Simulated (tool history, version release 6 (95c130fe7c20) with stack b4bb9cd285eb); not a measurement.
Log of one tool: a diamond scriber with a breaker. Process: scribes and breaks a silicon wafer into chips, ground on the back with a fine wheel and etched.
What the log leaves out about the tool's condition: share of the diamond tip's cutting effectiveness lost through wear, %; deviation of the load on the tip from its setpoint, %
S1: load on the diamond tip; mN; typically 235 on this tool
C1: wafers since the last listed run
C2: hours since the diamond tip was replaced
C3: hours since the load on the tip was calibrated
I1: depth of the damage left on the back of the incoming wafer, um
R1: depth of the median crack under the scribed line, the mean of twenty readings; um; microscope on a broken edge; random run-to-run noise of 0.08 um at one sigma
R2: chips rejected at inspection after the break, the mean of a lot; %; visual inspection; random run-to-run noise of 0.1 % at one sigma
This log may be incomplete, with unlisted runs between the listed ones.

run,hour,S1,C1,C2,C3,I1,R1,R2
1,0,235,0,432.9,478.6,0.35,8.51,1.64
2,56.1,286,208,489,534.7,0.65,9.81,3.91
3,117.1,286,227,550,595.7,0.42,9.93,3.86
4,169.9,286,196,602.8,648.5,0.35,10.05,3.69
5,269.9,235,372,702.8,748.5,0.74,8.84,1.7
6,359.1,213,332,792,837.7,0.65,8.25,2.25
7,447,213,327,879.9,925.6,0.61,8.28,2.26
# hour 479.3: load on the tip recalibrated
8,519.5,213,262,952.4,40.2,0.59,8.02,3.62
# hour 612.8: diamond tip replaced by a new one
9,725.1,235,757,112.3,245.8,0.49,8.82,1.51
10,793.4,235,254,180.6,314.1,0.64,8.6,1.68
11,845,235,192,232.2,365.7,0.5,8.76,1.51
12,889.1,235,164,276.3,409.8,0.49,8.67,1.64
13,990.5,235,377,377.7,511.2,0.36,8.66,1.56
14,1073.4,235,308,460.6,594.1,0.52,8.63,1.47
15,1168.5,194,354,555.7,689.2,0.56,7.83,5.28
16,1265.5,194,361,652.7,786.2,0.67,7.78,5.06
17,1360.8,235,354,748,881.5,0.66,8.96,1.53
# hour 1384.2: load on the tip recalibrated
18,1440.7,235,289,827.9,56.5,0.57,8.33,1.8
19,1518.9,190,291,906.1,134.7,0.8,7.41,7.9
20,1568.3,295,183,955.5,184.1,0.47,9.77,3.24
21,1630,235,229,1017.2,245.8,0.63,8.48,2.12
# hour 1653: diamond tip replaced by a new one
22,1693.6,235,229,40.6,309.4,0.62,8.82,1.4
23,1955.7,291,975,302.7,571.5,0.36,10.13,4.75
24,2033.4,167,289,380.4,649.2,0.44,7.09,11.33
25,2129.9,171,359,476.9,745.7,0.38,7.18,8.69
26,2198.1,235,253,545.1,813.9,0.72,8.89,1.43
27,2267.9,235,259,614.9,883.7,0.72,8.89,1.48
# hour 2291.7: load on the tip recalibrated
28,2364.4,235,351,711.4,72.7,0.33,8.46,1.96
29,2454.9,290,336,801.9,163.2,0.6,9.83,3.3
30,2497.2,170,157,844.2,205.5,0.52,6.95,11.95
31,2794.5,235,1106,1141.5,502.8,0.43,8.51,1.96
# hour 2846.1: diamond tip replaced by a new one
32,2878.4,235,304,32.3,586.7,0.46,9.07,1.45
33,2956.2,171,289,110.1,664.5,0.46,7.26,9.01
34,3042.5,277,321,196.4,750.8,0.42,9.98,3.96
35,3080.6,182,141,234.5,788.9,0.45,7.57,5.83
36,3117.4,265,136,271.3,825.7,0.75,9.73,3.22
37,3202,235,314,355.9,910.3,0.79,8.98,1.6
38,3239.9,283,141,393.8,948.2,0.67,10.09,5.44
# hour 3248.2: load on the tip recalibrated
39,3281.3,288,146,435.2,33.1,0.77,9.84,3.64
40,3358.1,302,285,512,109.9,0.4,9.98,4.46

5 ways to go on from here, each from the tool as it stands after run 40. What would each give?
A,3358.6,235,1,512.5,110.4,0.52,?,?
B,3358.6,299,1,512.5,110.4,0.52,?,?
C,3358.6,298,1,512.5,110.4,0.52,?,?
D,3358.6,274,1,512.5,110.4,0.52,?,?
E,3358.6,212,1,512.5,110.4,0.52,?,?

run,R1,R2
A,8.54,1.88
B,9.98,4.01
C,9.96,3.92
D,9.43,2.18
E,7.99,3.74
The same runs, with their run-to-run variation unchanged, on a tool lacking any hidden condition would have given:
run,R1,R2
A,8.9,1.55
B,10.4,6.06
C,10.38,5.94
D,9.83,3.41
E,8.33,2.39
